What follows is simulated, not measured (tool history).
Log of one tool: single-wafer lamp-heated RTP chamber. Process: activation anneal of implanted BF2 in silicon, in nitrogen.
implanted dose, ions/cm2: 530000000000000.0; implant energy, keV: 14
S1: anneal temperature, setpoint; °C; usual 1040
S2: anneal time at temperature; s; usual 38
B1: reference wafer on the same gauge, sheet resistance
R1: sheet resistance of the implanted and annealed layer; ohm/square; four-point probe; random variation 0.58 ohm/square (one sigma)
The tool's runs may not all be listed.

{"run": 1, "hour": 0.0, "S1": 1040, "S2": 38, "B1": 266.93, "R1": 231.57}
{"hour": 14.6, "done": "pyrometer window cleaned and pyrometer calibrated"}
{"run": 2, "hour": 24.4, "S1": 1027, "S2": 38, "B1": 267.3, "R1": 244.82}
{"run": 3, "hour": 82.5, "S1": 1040, "S2": 21, "B1": 266.93, "R1": 243.98}
{"run": 4, "hour": 117.8, "S1": 1040, "S2": 21, "B1": 266.99, "R1": 243.27}
{"run": 5, "hour": 165.4, "S1": 1040, "S2": 21, "B1": 266.96, "R1": 242.46}
{"run": 6, "hour": 233.7, "S1": 1040, "S2": 38, "B1": 267.01, "R1": 230.48}
{"hour": 255.0, "done": "pyrometer window cleaned and pyrometer calibrated"}
{"run": 7, "hour": 271.9, "S1": 1025, "S2": 38, "B1": 266.81, "R1": 245.62}
{"run": 8, "hour": 304.9, "S1": 1025, "S2": 38, "B1": 266.81, "R1": 242.9}
{"run": 9, "hour": 359.2, "S1": 1057, "S2": 38, "B1": 266.92, "R1": 225.69}
{"hour": 397.8, "done": "gauge calibrated"}
{"run": 10, "hour": 429.2, "S1": 1040, "S2": 17, "B1": 267.08, "R1": 246.67}
{"run": 11, "hour": 458.1, "S1": 1029, "S2": 53, "B1": 267.14, "R1": 232.11}
{"hour": 472.1, "done": "pyrometer window cleaned and pyrometer calibrated"}
{"hour": 523.8, "done": "reflector plate cleaned"}
{"run": 12, "hour": 623.6, "S1": 1024, "S2": 17, "B1": 267.02, "R1": 257.08}
{"run": 13, "hour": 654.2, "S1": 1040, "S2": 32, "B1": 267.02, "R1": 234.95}
{"hour": 705.9, "done": "pyrometer window cleaned and pyrometer calibrated"}
{"run": 14, "hour": 706.4, "S1": 1040, "S2": 38, "B1": 267.12, "R1": 235.69}
{"run": 15, "hour": 769.3, "S1": 1021, "S2": 24, "B1": 266.84, "R1": 253.81}
{"run": 16, "hour": 805.3, "S1": 1040, "S2": 38, "B1": 267.06, "R1": 231.47}
{"run": 17, "hour": 860.0, "S1": 1029, "S2": 38, "B1": 267.18, "R1": 237.64}

Forecast each of these 3 alternatives for the next run:
{"run": "A", "hour": 860.4, "S1": 1040, "S2": 38, "B1": "?", "R1": "?"}
{"run": "B", "hour": 860.4, "S1": 1062, "S2": 21, "B1": "?", "R1": "?"}
{"run": "C", "hour": 860.4, "S1": 1020, "S2": 59, "B1": "?", "R1": "?"}

run=A B1=267.3 R1=230.88
run=B B1=267.3 R1=232.04
run=C B1=267.3 R1=234.34
Without the tool's hidden state the same runs would have given:
run=A R1=235.34
run=B R1=234.7
run=C R1=239.64
